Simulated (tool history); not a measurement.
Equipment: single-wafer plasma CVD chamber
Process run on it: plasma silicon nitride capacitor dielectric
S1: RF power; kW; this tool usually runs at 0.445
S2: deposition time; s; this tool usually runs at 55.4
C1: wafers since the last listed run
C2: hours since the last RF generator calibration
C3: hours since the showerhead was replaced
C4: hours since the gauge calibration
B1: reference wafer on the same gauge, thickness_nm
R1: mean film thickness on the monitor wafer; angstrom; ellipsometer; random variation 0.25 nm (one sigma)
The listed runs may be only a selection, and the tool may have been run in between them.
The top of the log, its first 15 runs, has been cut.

Run 16, day 7.667: usual settings but S1 0.495 kW, S2 48.2 s; C1 136; C2 641; C3 50.2; C4 255.1; B1 97.601. Result: R1 731.59 angstrom.
Run 17, day 8.342: usual settings but S1 0.385 kW; C1 228; C2 657.2; C3 66.4; C4 271.3; B1 97.739. Result: R1 773.96 angstrom.
Run 18, day 8.625: usual settings but S1 0.38 kW; C1 96; C2 664; C3 73.2; C4 278.1; B1 97.722. Result: R1 768.32 angstrom.
Run 19, day 9.325: usual settings but S2 60.3 s; C1 237; C2 680.8; C3 90; C4 294.9; B1 97.634. Result: R1 880.31 angstrom.
Run 20, day 9.917: usual settings but S1 0.475 kW, S2 59.2 s; C1 200; C2 695; C3 104.2; C4 309.1; B1 97.76. Result: R1 889.79 angstrom.
Run 21, day 10.45: usual settings but S1 0.48 kW, S2 58.6 s; C1 180; C2 707.8; C3 117; C4 321.9; B1 97.737. Result: R1 882.97 angstrom.
At day 10.883: RF generator calibrated.
Run 22, day 10.904: usual settings but S1 0.475 kW, S2 59.2 s; C1 40; C2 0.5; C3 127.9; C4 332.8; B1 97.76. Result: R1 916.41 angstrom.
Run 23, day 11.138: usual settings but S1 0.5 kW, S2 59.3 s; C1 79; C2 6.1; C3 133.5; C4 338.4; B1 97.65. Result: R1 932.04 angstrom.
Run 24, day 11.579: usual settings but S1 0.4 kW, S2 48.3 s; C1 149; C2 16.7; C3 144.1; C4 349; B1 97.754. Result: R1 699.09 angstrom.
Run 25, day 11.917: usual settings but S1 0.475 kW; C1 114; C2 24.8; C3 152.2; C4 357.1; B1 97.691. Result: R1 851.41 angstrom.
Run 26, day 12.3: usual settings; C1 129; C2 34; C3 161.4; C4 366.3; B1 97.711. Result: R1 835.25 angstrom.
Run 27, day 12.771: usual settings but S1 0.5 kW, S2 62.9 s; C1 159; C2 45.3; C3 172.7; C4 377.6; B1 97.664. Result: R1 980.77 angstrom.
Run 28, day 13.05: usual settings but S1 0.38 kW, S2 47 s; C1 94; C2 52; C3 179.4; C4 384.3; B1 97.6. Result: R1 666.07 angstrom.
At day 13.367: gauge calibrated.
Run 29, day 13.521: usual settings; C1 159; C2 63.3; C3 190.7; C4 3.7; B1 97.589. Result: R1 826.39 angstrom.
Run 30, day 14.242: usual settings but S1 0.37 kW, S2 65.3 s; C1 244; C2 80.6; C3 208; C4 21; B1 97.791. Result: R1 914.43 angstrom.
Run 31, day 14.854: usual settings; C1 207; C2 95.3; C3 222.7; C4 35.7; B1 97.648. Result: R1 826.24 angstrom.
Run 32, day 15.233: usual settings but S1 0.52 kW, S2 47.8 s; C1 128; C2 104.4; C3 231.8; C4 44.8; B1 97.619. Result: R1 749.91 angstrom.
Run 33, day 15.496: usual settings; C1 88; C2 110.7; C3 238.1; C4 51.1; B1 97.802. Result: R1 831.4 angstrom.
Run 34, day 15.962: usual settings but S1 0.42 kW, S2 48.1 s; C1 158; C2 121.9; C3 249.3; C4 62.3; B1 97.704. Result: R1 698.29 angstrom.
Run 35, day 16.592: usual settings but S2 62.9 s; C1 213; C2 137; C3 264.4; C4 77.4; B1 97.62. Result: R1 940.98 angstrom.
Run 36, day 17.283: usual settings but S1 0.5 kW, S2 47 s; C1 234; C2 153.6; C3 281; C4 94; B1 97.879. Result: R1 727.75 angstrom.

Predict each of these 3 candidate next runs independently; none follows another, all start after run 36:
Run A, day 17.3: usual settings but S2 62.4 s; C1 5; C2 154; C3 281.4; C4 94.4; B1 ?. Result: R1 ?.
Run B, day 17.3: usual settings but S1 0.375 kW; C1 5; C2 154; C3 281.4; C4 94.4; B1 ?. Result: R1 ?.
Run C, day 17.3: usual settings but S2 66.1 s; C1 5; C2 154; C3 281.4; C4 94.4; B1 ?. Result: R1 ?.

run      B1      R1
  A  97.733  929.62
  B  97.733  777.02
  C  97.733  984.74
The same runs, with their run-to-run variation unchanged, on a tool lacking any hidden condition would have given:
run       R1
  A   944.43
  B   789.41
  C  1000.43

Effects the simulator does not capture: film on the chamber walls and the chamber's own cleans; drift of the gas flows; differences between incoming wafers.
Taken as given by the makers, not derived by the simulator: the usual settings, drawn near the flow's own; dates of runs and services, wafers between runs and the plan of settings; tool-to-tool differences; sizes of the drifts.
